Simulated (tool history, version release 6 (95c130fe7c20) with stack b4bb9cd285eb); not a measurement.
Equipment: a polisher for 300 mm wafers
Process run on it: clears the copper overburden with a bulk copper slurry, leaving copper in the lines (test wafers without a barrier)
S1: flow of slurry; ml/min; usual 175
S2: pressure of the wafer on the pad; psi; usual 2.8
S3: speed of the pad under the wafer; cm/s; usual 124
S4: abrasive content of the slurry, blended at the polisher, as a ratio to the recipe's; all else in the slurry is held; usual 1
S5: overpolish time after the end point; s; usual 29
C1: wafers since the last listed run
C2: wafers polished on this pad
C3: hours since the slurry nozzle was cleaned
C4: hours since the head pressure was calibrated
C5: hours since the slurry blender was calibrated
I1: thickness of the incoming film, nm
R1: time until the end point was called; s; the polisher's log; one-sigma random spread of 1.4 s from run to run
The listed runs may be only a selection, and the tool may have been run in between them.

| run | hour | S1 | S2 | S3 | S4 | S5 | C1 | C2 | C3 | C4 | C5 | I1 | R1 |
|---|---|---|---|---|---|---|---|---|---|---|---|---|---|
| 1 | 0 | 175 | 2.8 | 124 | 0.8 | 29 | 0 | 2657 | 242 | 582.9 | 273.3 | 1173.3 | 90.1 |
|  | 40.6 | worn pad replaced by a new one |
|  | 99.8 | slurry blender recalibrated |
|  | 122.4 | slurry nozzle cleaned |
| 2 | 151.7 | 175 | 2.3 | 124 | 1 | 29 | 1149 | 858 | 29.3 | 734.6 | 51.9 | 1170.2 | 98.5 |
| 3 | 242.4 | 175 | 2.3 | 124 | 1 | 29 | 720 | 1578 | 120 | 825.3 | 142.6 | 1160.8 | 101 |
|  | 311.6 | head pressure recalibrated |
| 4 | 323.9 | 210 | 2.8 | 124 | 1 | 29 | 631 | 2210 | 201.5 | 12.3 | 224.1 | 1147.6 | 81.9 |
|  | 387.9 | worn pad replaced by a new one |
| 5 | 420.2 | 210 | 2.8 | 124 | 1 | 29 | 733 | 256 | 297.8 | 108.6 | 320.4 | 1170.7 | 84.4 |
|  | 452.6 | slurry nozzle cleaned |
| 6 | 484.1 | 210 | 2.8 | 124 | 1 | 29 | 499 | 756 | 31.5 | 172.5 | 384.3 | 1171.1 | 83 |
|  | 523.8 | slurry blender recalibrated |
| 7 | 580.9 | 175 | 2.8 | 124 | 1 | 29 | 752 | 1509 | 128.3 | 269.3 | 57.1 | 1170.8 | 91.5 |
| 8 | 635.3 | 175 | 2.8 | 124 | 1 | 29 | 432 | 1941 | 182.7 | 323.7 | 111.5 | 1183.2 | 91 |
| 9 | 688.8 | 175 | 2.8 | 124 | 1 | 29 | 424 | 2366 | 236.2 | 377.2 | 165 | 1171.6 | 91.4 |
|  | 760.9 | worn pad replaced by a new one |
| 10 | 780.9 | 175 | 2.8 | 124 | 1 | 29 | 699 | 159 | 328.3 | 469.3 | 257.1 | 1190.2 | 91.2 |
| 11 | 827.2 | 175 | 2.8 | 124 | 1 | 29 | 367 | 526 | 374.6 | 515.6 | 303.4 | 1181.2 | 90 |
| 12 | 879.3 | 175 | 2.8 | 106 | 1 | 29 | 413 | 940 | 426.7 | 567.7 | 355.5 | 1168.2 | 106 |
|  | 882.4 | slurry nozzle cleaned |
| 13 | 959.9 | 120 | 2.8 | 124 | 1.2 | 29 | 632 | 1573 | 77.5 | 648.3 | 436.1 | 1179.6 | 96.6 |
|  | 980.4 | slurry blender recalibrated, repeated, since the last time left the tool worse |
|  | 1051.8 | head pressure recalibrated |
| 14 | 1059 | 195 | 3.3 | 156 | 1 | 29 | 755 | 2328 | 176.6 | 7.2 | 78.6 | 1177.3 | 58.3 |
|  | 1085.1 | worn pad replaced by a new one |
| 15 | 1152.4 | 175 | 2.8 | 124 | 1.15 | 29 | 710 | 534 | 270 | 100.6 | 172 | 1167 | 84.5 |
| 16 | 1205.7 | 140 | 2.3 | 124 | 1 | 42 | 423 | 957 | 323.3 | 153.9 | 225.3 | 1170.2 | 104.5 |
|  | 1242.1 | slurry nozzle cleaned |
| 17 | 1291.5 | 175 | 2.8 | 124 | 1 | 29 | 673 | 1631 | 49.4 | 239.7 | 311.1 | 1172.4 | 85.5 |
|  | 1330.5 | slurry blender recalibrated |
| 18 | 1360.4 | 175 | 3.4 | 164 | 1 | 14 | 531 | 2162 | 118.3 | 308.6 | 29.9 | 1172.6 | 53.2 |
|  | 1406.1 | worn pad replaced by a new one |
| 19 | 1448.9 | 175 | 2.8 | 124 | 1 | 29 | 671 | 340 | 206.8 | 397.1 | 118.4 | 1184.9 | 86.6 |
| 20 | 1535.9 | 175 | 2.8 | 124 | 1 | 29 | 691 | 1031 | 293.8 | 484.1 | 205.4 | 1172.3 | 85.6 |
|  | 1601.4 | slurry nozzle cleaned |
| 21 | 1622.3 | 175 | 2.8 | 110 | 1 | 29 | 678 | 1709 | 20.9 | 570.5 | 291.8 | 1152.7 | 96 |
| 22 | 1671.6 | 120 | 3.8 | 124 | 0.7 | 38 | 391 | 2101 | 70.2 | 619.8 | 341.1 | 1176.2 | 77.1 |
|  | 1702.2 | slurry blender recalibrated |
|  | 1725.2 | head pressure recalibrated |
|  | 1728.6 | worn pad replaced by a new one |
| 23 | 1781.7 | 175 | 2.8 | 124 | 1 | 29 | 815 | 421 | 180.3 | 56.5 | 79.5 | 1164.6 | 86.4 |
| 24 | 1871.2 | 145 | 2.8 | 138 | 1 | 29 | 710 | 1132 | 269.8 | 146 | 169 | 1163.5 | 78.3 |

Branching from run 24: 4 alternative next runs. What would each branch give?
| A | 1871.7 | 175 | 2.8 | 124 | 1 | 29 | 3 | 1136 | 270.3 | 146.5 | 169.5 | 1146.2 | ? |
| B | 1871.7 | 215 | 2.8 | 124 | 0.9 | 29 | 3 | 1136 | 270.3 | 146.5 | 169.5 | 1146.2 | ? |
| C | 1871.7 | 175 | 2.4 | 166 | 1 | 23 | 3 | 1136 | 270.3 | 146.5 | 169.5 | 1146.2 | ? |
| D | 1871.7 | 205 | 2.2 | 164 | 1 | 29 | 3 | 1136 | 270.3 | 146.5 | 169.5 | 1146.2 | ? |

| run | R1 |
|---|---|
| A | 81.3 |
| B | 80.7 |
| C | 68.6 |
| D | 72.8 |
Stripped of hidden state, with their random variation kept, the same runs would have yielded:
| run | R1 |
|---|---|
| A | 79.1 |
| B | 78.6 |
| C | 66.8 |
| D | 70.9 |

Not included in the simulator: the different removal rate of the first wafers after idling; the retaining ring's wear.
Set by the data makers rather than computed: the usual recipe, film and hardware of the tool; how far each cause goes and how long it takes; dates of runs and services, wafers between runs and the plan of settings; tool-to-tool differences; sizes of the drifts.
